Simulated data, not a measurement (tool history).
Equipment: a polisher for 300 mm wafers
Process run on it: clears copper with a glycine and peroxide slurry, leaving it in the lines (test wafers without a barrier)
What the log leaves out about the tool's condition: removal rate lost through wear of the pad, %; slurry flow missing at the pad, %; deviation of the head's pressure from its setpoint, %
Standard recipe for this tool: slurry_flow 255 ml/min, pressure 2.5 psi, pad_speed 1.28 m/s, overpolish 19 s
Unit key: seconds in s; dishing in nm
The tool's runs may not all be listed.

run	hour	slurry_flow	pressure	pad_speed	overpolish	wafers since the last listed run	wafers polished on this pad	hours since the slurry nozzle was cleaned	hours since the head pressure was calibrated	incoming thickness of the incoming film, nm	seconds	dishing
1	0.0	255	2.5	1.28	25	0	927	75.7	17.8	635.7	96.3	81.5
2	70.3	255	2.5	1.28	25	710	1637	146.0	88.1	642.7	101.4	80.9
# hour 75.2: worn pad replaced by a new one
3	136.3	255	2.5	1.28	25	626	617	212.0	154.1	627.5	92.7	84.3
4	165.1	255	2.5	1.08	19	291	908	240.8	182.9	643.5	103.9	61.7
5	224.7	255	2.5	1.08	19	602	1510	300.4	242.5	645.1	108.7	64.7
# hour 260.6: worn pad replaced by a new one
6	284.4	255	2.5	1.08	19	562	240	360.1	302.2	638.4	98.6	68.2
7	353.5	255	2.5	1.28	19	698	939	429.2	371.3	636.9	94.2	67.5
# hour 391.2: head pressure recalibrated
# hour 406.9: worn pad replaced by a new one
8	416.2	255	2.5	1.28	19	572	93	491.9	25.0	625.0	86.2	72.9
9	442.9	255	2.5	1.28	19	269	363	518.6	51.7	623.9	88.2	70.4
10	474.2	175	2.1	1.48	16	316	679	549.9	83.0	633.0	106.7	54.1
# hour 475.9: slurry nozzle cleaned
11	502.2	340	1.7	1.42	12	272	952	26.3	111.0	640.5	121.3	37.3
# hour 571.2: worn pad replaced by a new one
12	571.7	255	2.5	1.08	19	661	4	95.8	180.5	627.5	95.5	66.8
13	603.8	255	2.5	1.28	19	324	329	127.9	212.6	624.9	91.1	71.7
14	654.8	215	3.0	1.28	14	515	844	178.9	263.6	628.1	78.4	60.9
15	683.6	255	1.9	1.28	27	291	1135	207.7	292.4	632.3	116.8	72.5
# hour 719.2: worn pad replaced by a new one
16	727.6	255	2.5	1.64	19	404	84	251.7	336.4	624.5	74.1	82.0
# hour 779.7: head pressure recalibrated
17	791.1	165	2.2	1.44	22	621	706	315.2	11.4	637.6	104.5	71.0
18	816.9	255	2.5	1.08	19	260	966	341.0	37.2	627.8	104.3	62.8
19	851.1	255	2.2	1.12	14	345	1312	375.2	71.4	641.3	113.6	45.6

4 options for the next run, each taken on its own from the tool as it stands now. Forecast them:
A	851.6	295	2.5	1.28	19	5	1317	375.7	71.9	639.2	?	?
B	851.6	170	2.5	1.04	8	5	1317	375.7	71.9	639.2	?	?
C	851.6	255	3.3	1.50	9	5	1317	375.7	71.9	639.2	?	?
D	851.6	285	2.5	1.28	23	5	1317	375.7	71.9	639.2	?	?

run	seconds	dishing
A	93.6	67.5
B	113.1	29.0
C	67.5	49.9
D	93.9	76.5
What these runs would have given with no unlogged condition in the tool:
run	seconds	dishing
A	82.5	73.5
B	99.8	32.4
C	59.5	55.1
D	82.8	82.7

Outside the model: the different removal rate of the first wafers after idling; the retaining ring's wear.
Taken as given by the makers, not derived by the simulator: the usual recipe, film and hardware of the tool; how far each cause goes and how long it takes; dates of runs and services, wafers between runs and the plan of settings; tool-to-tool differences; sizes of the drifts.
